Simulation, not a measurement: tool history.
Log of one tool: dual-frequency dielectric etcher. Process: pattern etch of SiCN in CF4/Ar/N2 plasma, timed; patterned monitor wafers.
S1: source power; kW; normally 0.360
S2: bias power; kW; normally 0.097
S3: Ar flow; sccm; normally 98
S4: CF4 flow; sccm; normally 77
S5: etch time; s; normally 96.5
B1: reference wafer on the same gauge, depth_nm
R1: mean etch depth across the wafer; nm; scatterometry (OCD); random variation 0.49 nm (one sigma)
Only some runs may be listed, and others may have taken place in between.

| run | hour | S1 | S2 | S3 | S4 | S5 | B1 | R1 |
|---|---|---|---|---|---|---|---|---|
| 1 | 0.0 | 0.360 | 0.097 | 98 | 69 | 96.5 | 71.1 | 74.8 |
|  | 14.1 | Ar flow controller replaced |
| 2 | 14.6 | 0.360 | 0.097 | 98 | 77 | 96.5 | 71.0 | 74.6 |
|  | 21.7 | bias power generator calibrated |
|  | 26.7 | gauge calibrated |
|  | 48.0 | wet clean of the chamber |
| 3 | 48.5 | 0.360 | 0.097 | 98 | 77 | 96.5 | 71.1 | 78.4 |
| 4 | 48.9 | 0.380 | 0.097 | 98 | 77 | 96.5 | 71.1 | 85.7 |
| 5 | 60.3 | 0.360 | 0.097 | 106 | 77 | 96.5 | 71.0 | 77.6 |
| 6 | 70.0 | 0.360 | 0.083 | 87 | 88 | 96.5 | 71.0 | 76.3 |
| 7 | 79.7 | 0.360 | 0.097 | 98 | 77 | 84.5 | 71.0 | 67.8 |
| 8 | 95.3 | 0.360 | 0.097 | 98 | 77 | 96.5 | 70.9 | 78.4 |
| 9 | 110.3 | 0.330 | 0.119 | 98 | 77 | 106.0 | 71.1 | 75.5 |
| 10 | 124.6 | 0.360 | 0.097 | 80 | 95 | 96.5 | 70.8 | 80.2 |
|  | 144.0 | CF4 flow controller replaced |
| 11 | 144.5 | 0.360 | 0.097 | 118 | 83 | 111.5 | 71.2 | 89.1 |
| 12 | 147.6 | 0.360 | 0.097 | 98 | 77 | 96.5 | 71.0 | 78.0 |
| 13 | 161.8 | 0.440 | 0.114 | 98 | 92 | 71.0 | 71.0 | 84.6 |
| 14 | 179.6 | 0.360 | 0.097 | 106 | 91 | 116.5 | 71.0 | 94.2 |
| 15 | 193.6 | 0.360 | 0.097 | 98 | 77 | 96.5 | 71.0 | 76.7 |
| 16 | 208.1 | 0.360 | 0.097 | 98 | 77 | 120.0 | 71.1 | 94.9 |
|  | 213.4 | gauge calibrated |
| 17 | 214.1 | 0.360 | 0.097 | 98 | 77 | 96.5 | 71.1 | 77.0 |
| 18 | 223.8 | 0.360 | 0.097 | 98 | 77 | 96.5 | 70.8 | 76.7 |
| 19 | 230.0 | 0.280 | 0.097 | 118 | 77 | 80.0 | 71.0 | 36.1 |
| 20 | 241.1 | 0.360 | 0.097 | 113 | 59 | 124.5 | 70.9 | 95.3 |
| 21 | 257.9 | 0.360 | 0.097 | 98 | 59 | 119.0 | 70.9 | 91.9 |

The tool's hidden state at each run:
source power that arrives over what is set, %: 0 in every run
bias power that arrives over what is set, %: 0 in every run
Ar flow that arrives over what is set, %: 0 in every run
CF4 flow that arrives over what is set, %: 0 in every run
gauge reads high (%): 0 in every run
H1: etch rate over this chamber's usual, %
| run | H1 |
|---|---|
| 1 | -3.93 |
| 2 | -4.07 |
| 3 | 0.143 |
| 4 | 0.139 |
| 5 | 0.0272 |
| 6 | -0.0678 |
| 7 | -0.163 |
| 8 | -0.316 |
| 9 | -0.462 |
| 10 | -0.603 |
| 11 | -0.797 |
| 12 | -0.828 |
| 13 | -0.967 |
| 14 | -1.14 |
| 15 | -1.28 |
| 16 | -1.42 |
| 17 | -1.48 |
| 18 | -1.57 |
| 19 | -1.63 |
| 20 | -1.74 |
| 21 | -1.91 |

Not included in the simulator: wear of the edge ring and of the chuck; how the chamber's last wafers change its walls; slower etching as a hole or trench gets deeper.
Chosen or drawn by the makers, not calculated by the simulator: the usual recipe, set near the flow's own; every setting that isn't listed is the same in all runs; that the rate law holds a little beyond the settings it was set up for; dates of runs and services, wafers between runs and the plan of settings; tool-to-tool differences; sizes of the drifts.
